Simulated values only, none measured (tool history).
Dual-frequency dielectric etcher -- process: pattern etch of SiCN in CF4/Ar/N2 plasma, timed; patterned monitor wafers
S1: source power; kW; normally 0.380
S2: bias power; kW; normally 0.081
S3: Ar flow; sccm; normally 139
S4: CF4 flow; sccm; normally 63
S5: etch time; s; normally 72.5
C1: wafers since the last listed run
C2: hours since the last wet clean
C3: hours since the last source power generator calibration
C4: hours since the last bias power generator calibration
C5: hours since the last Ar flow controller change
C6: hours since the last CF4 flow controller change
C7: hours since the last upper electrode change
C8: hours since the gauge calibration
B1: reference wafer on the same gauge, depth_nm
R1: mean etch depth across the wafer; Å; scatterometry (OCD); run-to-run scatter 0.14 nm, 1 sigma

run   hour     S1     S2   S3  S4    S5   C1     C2      C3      C4      C5      C6      C7     C8    B1   R1
  1    0.0  0.450  0.081  139  63  72.5    0  323.3  4071.8  2497.9  5896.3  1693.4  4560.0   35.2  66.0  661
  2    8.7  0.310  0.081  161  63  66.0  102  332.0  4080.5  2506.6  5905.0  1702.1  4568.7   43.9  66.0  425
      41.1  -- Ar flow controller replaced
      47.5  -- wet clean of the chamber
  3   48.0  0.380  0.081  139  72  59.0  317    0.5  4119.8  2545.9     6.9  1741.4  4608.0   83.2  66.0  483
  4   48.4  0.380  0.081  139  63  72.5    4    0.9  4120.2  2546.3     7.3  1741.8  4608.4   83.6  66.0  582
  5   56.2  0.380  0.081  139  63  72.5   92    8.7  4128.0  2554.1    15.1  1749.6  4616.2   91.4  65.9  581
  6   71.3  0.450  0.081  139  63  72.5  178   23.8  4143.1  2569.2    30.2  1764.7  4631.3  106.5  66.0  672
  7   89.2  0.380  0.081  122  63  72.5  211   41.7  4161.0  2587.1    48.1  1782.6  4649.2  124.4  66.0  598
     101.5  -- CF4 flow controller replaced
     106.5  -- source power generator calibrated
  8  107.0  0.380  0.081  119  63  72.5   92   59.5     0.5  2604.9    65.9     5.5  4667.0  142.2  66.0  603
  9  117.1  0.380  0.081  139  63  72.5  119   69.6    10.6  2615.0    76.0    15.6  4677.1  152.3  66.0  579
 10  124.9  0.330  0.081  139  75  57.5   92   77.4    18.4  2622.8    83.8    23.4  4684.9  160.1  66.0  419
 11  132.8  0.380  0.099  139  63  72.5   93   85.3    26.3  2630.7    91.7    31.3  4692.8  168.0  66.0  615
     138.7  -- bias power generator calibrated
     165.9  -- upper electrode replaced
 12  166.4  0.450  0.081  139  63  72.5   66  118.9    59.9    27.7   125.3    64.9     0.5  201.6  66.0  672
 13  166.7  0.380  0.100  119  63  63.0    3  119.2    60.2    28.0   125.6    65.2     0.8  201.9  66.0  554
 14  173.9  0.380  0.068  139  63  72.5   85  126.4    67.4    35.2   132.8    72.4     8.0  209.1  66.0  552
 15  190.2  0.460  0.074  139  69  82.5  192  142.7    83.7    51.5   149.1    88.7    24.3  225.4  66.0  766
 16  243.8  0.320  0.090  157  63  72.5  633  196.3   137.3   105.1   202.7   142.3    77.9  279.0  66.0  500
 17  255.1  0.380  0.081  156  63  87.0  133  207.6   148.6   116.4   214.0   153.6    89.2  290.3  66.1  676
 18  273.0  0.380  0.081  139  63  88.0  211  225.5   166.5   134.3   231.9   171.5   107.1  308.2  66.0  702
 19  280.3  0.380  0.081  139  63  72.5   86  232.8   173.8   141.6   239.2   178.8   114.4  315.5  66.0  580
 20  291.5  0.380  0.081  139  63  72.5  132  244.0   185.0   152.8   250.4   190.0   125.6  326.7  66.0  577
 21  304.7  0.320  0.081  139  68  72.5  156  257.2   198.2   166.0   263.6   203.2   138.8  339.9  66.0  505
 22  321.4  0.380  0.081  126  63  91.0  197  273.9   214.9   182.7   280.3   219.9   155.5  356.6  66.0  745

What if the next run were any one of these 3? Each begins from the tool's condition after run 22:
  A  321.8  0.380  0.081  139  63  72.5   4  274.3  215.3  183.1  280.7  220.3  155.9  357.0   ?   ?
  B  321.8  0.300  0.081  139  63  72.5   4  274.3  215.3  183.1  280.7  220.3  155.9  357.0   ?   ?
  C  321.8  0.280  0.094  139  73  72.5   4  274.3  215.3  183.1  280.7  220.3  155.9  357.0   ?   ?

run    B1   R1
  A  66.0  578
  B  66.0  473
  C  66.0  473
Had the tool no hidden state, the same runs would have come out as:
run   R1
  A  581
  B  476
  C  476
